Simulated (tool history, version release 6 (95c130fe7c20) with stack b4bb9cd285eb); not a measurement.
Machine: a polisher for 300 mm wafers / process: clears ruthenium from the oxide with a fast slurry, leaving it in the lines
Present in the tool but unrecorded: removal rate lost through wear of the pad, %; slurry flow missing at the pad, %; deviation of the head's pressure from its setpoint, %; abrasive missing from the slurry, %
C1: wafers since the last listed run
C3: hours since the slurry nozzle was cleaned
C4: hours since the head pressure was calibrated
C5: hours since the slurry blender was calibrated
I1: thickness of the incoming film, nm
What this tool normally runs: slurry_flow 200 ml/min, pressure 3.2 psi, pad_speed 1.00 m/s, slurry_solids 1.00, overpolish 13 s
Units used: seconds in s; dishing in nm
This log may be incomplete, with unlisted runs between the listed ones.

Run 1, hour 0.0: usual settings but pad_speed 1.08 m/s; C1 0; wafers polished on this pad 308; C3 462.7; C4 723.5; C5 117.2; I1 168.7. Result: seconds 33.6 s, dishing 47.5 nm.
Run 2, hour 15.8: usual settings but pad_speed 1.08 m/s; C1 223; wafers polished on this pad 531; C3 478.5; C4 739.3; C5 133.0; I1 169.7. Result: seconds 34.6 s, dishing 48.4 nm.
Run 3, hour 25.7: usual settings but pad_speed 1.08 m/s; C1 140; wafers polished on this pad 671; C3 488.4; C4 749.2; C5 142.9; I1 170.3. Result: seconds 35.0 s, dishing 49.1 nm.
Run 4, hour 32.6: usual settings but pressure 2.8 psi, pad_speed 0.86 m/s; C1 97; wafers polished on this pad 769; C3 495.3; C4 756.1; C5 149.8; I1 167.6. Result: seconds 48.4 s, dishing 36.5 nm.
Run 5, hour 43.2: usual settings; C1 149; wafers polished on this pad 919; C3 505.9; C4 766.7; C5 160.4; I1 170.3. Result: seconds 37.6 s, dishing 44.6 nm.
At hour 47.6: worn pad replaced by a new one.
At hour 51.8: slurry blender recalibrated.
Run 6, hour 58.3: usual settings; C1 128; wafers polished on this pad 122; C3 521.0; C4 781.8; C5 6.5; I1 169.5. Result: seconds 36.8 s, dishing 45.3 nm.
Run 7, hour 68.1: usual settings; C1 138; wafers polished on this pad 261; C3 530.8; C4 791.6; C5 16.3; I1 170.3. Result: seconds 36.6 s, dishing 47.6 nm.
Run 8, hour 80.5: usual settings; C1 175; wafers polished on this pad 436; C3 543.2; C4 804.0; C5 28.7; I1 167.7. Result: seconds 36.6 s, dishing 46.4 nm.
At hour 110.3: worn pad replaced by a new one.
Run 9, hour 118.6: usual settings but slurry_solids 1.25, overpolish 7 s; C1 482; wafers polished on this pad 117; C3 581.3; C4 842.1; C5 66.8; I1 172.1. Result: seconds 35.5 s, dishing 27.7 nm.
Run 10, hour 135.1: usual settings; C1 233; wafers polished on this pad 350; C3 597.8; C4 858.6; C5 83.3; I1 167.2. Result: seconds 37.3 s, dishing 44.5 nm.
Run 11, hour 145.3: usual settings; C1 144; wafers polished on this pad 494; C3 608.0; C4 868.8; C5 93.5; I1 170.8. Result: seconds 38.1 s, dishing 45.7 nm.
At hour 150.1: head pressure recalibrated.
Run 12, hour 156.4: usual settings; C1 128; wafers polished on this pad 623; C3 619.1; C4 6.3; C5 104.6; I1 169.6. Result: seconds 37.0 s, dishing 46.8 nm.
Run 13, hour 164.4: usual settings; C1 113; wafers polished on this pad 736; C3 627.1; C4 14.3; C5 112.6; I1 167.6. Result: seconds 37.5 s, dishing 46.0 nm.
At hour 170.4: worn pad replaced by a new one.
Run 14, hour 180.7: usual settings; C1 174; wafers polished on this pad 145; C3 643.4; C4 30.6; C5 128.9; I1 168.8. Result: seconds 37.7 s, dishing 43.7 nm.
Run 15, hour 194.3: usual settings but pad_speed 0.90 m/s, slurry_solids 0.85, overpolish 10 s; C1 192; wafers polished on this pad 338; C3 657.0; C4 44.2; C5 142.5; I1 169.5. Result: seconds 43.0 s, dishing 31.7 nm.
Run 16, hour 203.4: usual settings but slurry_flow 130 ml/min, pad_speed 1.32 m/s, overpolish 17 s; C1 128; wafers polished on this pad 466; C3 666.1; C4 53.3; C5 151.6; I1 167.2. Result: seconds 30.3 s, dishing 64.6 nm.
Run 17, hour 211.9: usual settings but overpolish 5 s; C1 120; wafers polished on this pad 587; C3 674.6; C4 61.8; C5 160.1; I1 170.4. Result: seconds 37.6 s, dishing 20.1 nm.
Run 18, hour 224.2: usual settings but pressure 2.9 psi; C1 174; wafers polished on this pad 761; C3 686.9; C4 74.1; C5 172.4; I1 170.7. Result: seconds 42.0 s, dishing 41.1 nm.
At hour 235.7: worn pad replaced by a new one.
Run 19, hour 237.1: usual settings but slurry_flow 155 ml/min, pad_speed 1.22 m/s; C1 125; wafers polished on this pad 19; C3 699.8; C4 87.0; C5 185.3; I1 170.7. Result: seconds 31.0 s, dishing 50.6 nm.
At hour 248.1: slurry nozzle cleaned.
Run 20, hour 249.4: usual settings but slurry_flow 130 ml/min, pad_speed 1.32 m/s, overpolish 17 s; C1 159; wafers polished on this pad 179; C3 1.3; C4 99.3; C5 197.6; I1 167.5. Result: seconds 30.2 s, dishing 63.9 nm.
At hour 273.4: slurry blender recalibrated.
Run 21, hour 276.8: usual settings but slurry_flow 155 ml/min, pad_speed 1.22 m/s; C1 359; wafers polished on this pad 538; C3 28.7; C4 126.7; C5 3.4; I1 168.1. Result: seconds 31.6 s, dishing 50.6 nm.
Run 22, hour 286.2: usual settings but slurry_solids 1.25; C1 132; wafers polished on this pad 671; C3 38.1; C4 136.1; C5 12.8; I1 166.7. Result: seconds 34.0 s, dishing 47.9 nm.
Run 23, hour 293.7: usual settings but pad_speed 1.16 m/s; C1 106; wafers polished on this pad 777; C3 45.6; C4 143.6; C5 20.3; I1 167.6. Result: seconds 31.7 s, dishing 50.7 nm.
At hour 305.7: worn pad replaced by a new one.
Run 24, hour 307.3: usual settings but slurry_flow 150 ml/min; C1 135; wafers polished on this pad 22; C3 59.2; C4 157.2; C5 33.9; I1 172.9. Result: seconds 39.5 s, dishing 43.1 nm.
Run 25, hour 319.4: usual settings but pressure 4.3 psi; C1 171; wafers polished on this pad 193; C3 71.3; C4 169.3; C5 46.0; I1 169.6. Result: seconds 29.1 s, dishing 56.2 nm.
Run 26, hour 326.6: usual settings but pad_speed 0.84 m/s, overpolish 21 s; C1 101; wafers polished on this pad 295; C3 78.5; C4 176.5; C5 53.2; I1 170.0. Result: seconds 43.9 s, dishing 57.6 nm.
Run 27, hour 335.2: usual settings but slurry_flow 145 ml/min, overpolish 15 s; C1 121; wafers polished on this pad 417; C3 87.1; C4 185.1; C5 61.8; I1 169.5. Result: seconds 39.8 s, dishing 48.1 nm.
Run 28, hour 350.9: usual settings; C1 222; wafers polished on this pad 639; C3 102.8; C4 200.8; C5 77.5; I1 171.5. Result: seconds 38.4 s, dishing 44.3 nm.

5 ways to go on from here, each from the tool as it stands after run 28. What would each give?
Run A, hour 351.3: usual settings; C1 5; wafers polished on this pad 645; C3 103.2; C4 201.2; C5 77.9; I1 167.9. Result: seconds ?, dishing ?.
Run B, hour 351.3: usual settings but slurry_flow 175 ml/min, pad_speed 0.70 m/s, overpolish 16 s; C1 5; wafers polished on this pad 645; C3 103.2; C4 201.2; C5 77.9; I1 167.9. Result: seconds ?, dishing ?.
Run C, hour 351.3: usual settings but slurry_flow 135 ml/min, slurry_solids 1.15, overpolish 8 s; C1 5; wafers polished on this pad 645; C3 103.2; C4 201.2; C5 77.9; I1 167.9. Result: seconds ?, dishing ?.
Run D, hour 351.3: usual settings but pad_speed 1.24 m/s; C1 5; wafers polished on this pad 645; C3 103.2; C4 201.2; C5 77.9; I1 167.9. Result: seconds ?, dishing ?.
Run E, hour 351.3: usual settings but pad_speed 1.14 m/s, slurry_solids 1.20; C1 5; wafers polished on this pad 645; C3 103.2; C4 201.2; C5 77.9; I1 167.9. Result: seconds ?, dishing ?.

run  seconds  dishing
  A     37.1     46.1
  B     53.5     40.4
  C     37.7     29.9
  D     30.0     54.6
  E     30.8     53.6
Without the tool's unlogged condition, the same runs would have read:
run  seconds  dishing
  A     37.1     46.1
  B     53.5     40.4
  C     37.7     29.9
  D     30.0     54.6
  E     30.8     53.6
